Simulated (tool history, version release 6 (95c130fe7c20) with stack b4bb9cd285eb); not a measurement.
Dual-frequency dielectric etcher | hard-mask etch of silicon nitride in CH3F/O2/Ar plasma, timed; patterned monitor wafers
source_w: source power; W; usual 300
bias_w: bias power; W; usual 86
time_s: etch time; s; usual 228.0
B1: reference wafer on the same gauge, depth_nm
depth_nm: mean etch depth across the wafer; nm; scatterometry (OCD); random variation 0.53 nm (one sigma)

Run 1, hour 0.0: usual settings but bias_w 100 W, time_s 185.5 s; B1 155.1. Result: depth_nm 143.4 nm.
Run 2, hour 38.1: usual settings but time_s 264.5 s; B1 155.0. Result: depth_nm 193.5 nm.
At hour 118.1: wet clean of the chamber.
Run 3, hour 118.6: usual settings but time_s 264.5 s; B1 155.0. Result: depth_nm 195.9 nm.
Run 4, hour 148.2: usual settings; B1 154.9. Result: depth_nm 169.7 nm.
Run 5, hour 207.6: usual settings; B1 155.0. Result: depth_nm 168.1 nm.
Run 6, hour 256.8: usual settings; B1 155.0. Result: depth_nm 168.1 nm.
Run 7, hour 300.5: usual settings but bias_w 95 W, time_s 272.0 s; B1 155.1. Result: depth_nm 206.3 nm.
Run 8, hour 325.5: usual settings but bias_w 95 W, time_s 272.0 s; B1 155.0. Result: depth_nm 206.4 nm.
Run 9, hour 382.2: usual settings but source_w 250 W, bias_w 79 W, time_s 164.5 s; B1 155.0. Result: depth_nm 106.3 nm.
At hour 430.2: upper electrode replaced.
Run 10, hour 441.7: usual settings but source_w 240 W, bias_w 102 W; B1 154.9. Result: depth_nm 158.0 nm.
Run 11, hour 474.9: usual settings but bias_w 93 W, time_s 199.5 s; B1 155.0. Result: depth_nm 148.7 nm.
At hour 521.9: wet clean of the chamber.
At hour 536.9: gauge calibrated.
Run 12, hour 544.5: usual settings but source_w 250 W, bias_w 98 W; B1 155.0. Result: depth_nm 169.8 nm.
Run 13, hour 578.7: usual settings but bias_w 97 W; B1 154.9. Result: depth_nm 185.1 nm.
Run 14, hour 604.4: usual settings; B1 155.0. Result: depth_nm 176.3 nm.
At hour 643.6: source power generator calibrated.
At hour 651.3: bias power generator calibrated.
At hour 653.0: wet clean of the chamber, repeated, since the last time left the tool worse.
Run 15, hour 653.5: usual settings; B1 155.1. Result: depth_nm 170.3 nm.
Run 16, hour 691.1: usual settings but bias_w 75 W, time_s 166.5 s; B1 154.9. Result: depth_nm 118.1 nm.
Run 17, hour 903.9: usual settings but source_w 280 W, bias_w 99 W, time_s 160.0 s; B1 155.0. Result: depth_nm 119.7 nm.

Forecast each of these 4 alternatives for the next run:
Run A, hour 904.4: usual settings; B1 ?. Result: depth_nm ?.
Run B, hour 904.4: usual settings but time_s 282.5 s; B1 ?. Result: depth_nm ?.
Run C, hour 904.4: usual settings but source_w 270 W, time_s 250.5 s; B1 ?. Result: depth_nm ?.
Run D, hour 904.4: usual settings but source_w 240 W, bias_w 80 W, time_s 248.0 s; B1 ?. Result: depth_nm ?.

run     B1  depth_nm
  A  155.0     167.7
  B  155.0     207.8
  C  155.0     174.9
  D  155.0     158.9
Without the tool's hidden state the same runs would have given:
run  depth_nm
  A     169.8
  B     210.3
  C     177.1
  D     160.9
